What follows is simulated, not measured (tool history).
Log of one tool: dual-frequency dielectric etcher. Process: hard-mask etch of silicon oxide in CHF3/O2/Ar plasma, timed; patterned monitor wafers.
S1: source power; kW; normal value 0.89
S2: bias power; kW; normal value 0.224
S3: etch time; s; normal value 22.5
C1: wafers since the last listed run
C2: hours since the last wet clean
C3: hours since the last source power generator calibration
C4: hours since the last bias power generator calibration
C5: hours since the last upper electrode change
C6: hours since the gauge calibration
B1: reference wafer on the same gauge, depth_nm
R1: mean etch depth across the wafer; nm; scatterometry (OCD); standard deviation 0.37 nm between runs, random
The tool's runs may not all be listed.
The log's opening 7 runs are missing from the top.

run    hour    S1     S2    S3   C1     C2      C3      C4      C5     C6    B1    R1
  8   514.9  0.89  0.224  22.5  435   79.9     522     324   557.9   80.9  57.6  56.3
  9   543.3  1.02  0.204  17.5  334  108.3   550.4   352.4   586.3  109.3  57.6  44.2
 10   613.5  0.68  0.224  22.5  828  178.5   620.6   422.6   656.5  179.5  57.5  50.1
 11   657.7  0.82  0.275    18  521  222.7   664.8   466.8   700.7  223.7  57.7  47.1
 12   718.6  0.73  0.224  27.5  718  283.6   725.7   527.7   761.6  284.6  57.5  63.1
 13   742.9  1.09  0.209    17  286  307.9     750     552   785.9  308.9  57.5  45.1
 14   800.3  0.89  0.272    25  677  365.3   807.4   609.4   843.3  366.3  57.7  69.2
 15     837  0.89  0.206  22.5  432    402   844.1   646.1     880    403  57.6  55.3
 16   875.3  0.89  0.224  15.5  451  440.3   882.4   684.4   918.3  441.3  57.7  39.7
 17   934.3  0.89  0.224  22.5  695  499.3   941.4   743.4   977.3  500.3  57.6  57.6
 18   971.7  0.89  0.224  22.5  441  536.7   978.8   780.8  1014.7  537.7  57.6  58.6
     1001.6  -- wet clean of the chamber
 19  1022.7  0.69  0.275  22.5  318   21.1  1029.8   831.8  1065.7  588.7  57.5  53.1
 20  1053.8  0.89  0.224  22.5  366   52.2  1060.9   862.9  1096.8  619.8  57.5  55.5
 21  1098.9  0.76  0.224  27.5  531   97.3    1106     908  1141.9  664.9  57.6  63.5
 22  1142.8  1.07  0.168  28.5  517  141.2  1149.9   951.9  1185.8  708.8  57.6    67
 23  1200.6  0.89  0.224    28  681    199  1207.7  1009.7  1243.6  766.6  57.6  68.7
 24  1241.9  1.02  0.187  18.5  487  240.3    1249    1051  1284.9  807.9  57.6  44.9
 25  1280.3  0.89  0.224  22.5  452  278.7  1287.4  1089.4  1323.3  846.3  57.5  55.6
 26  1343.4  0.89  0.224  22.5  744  341.8  1350.5  1152.5  1386.4  909.4  57.5  56.4
 27  1373.2  0.89  0.204    17  351  371.6  1380.3  1182.3  1416.2  939.2  57.6  40.9

Expected results for the next run?
 28  1416.3  0.83  0.224  15.5  508  414.7  1423.4  1225.4  1459.3  982.3   ?   ?

{"run 28": {"B1": 57.7, "R1": 37.4}}
The same run, on a tool lacking any hidden state, would have yielded R1 36.1 nm.
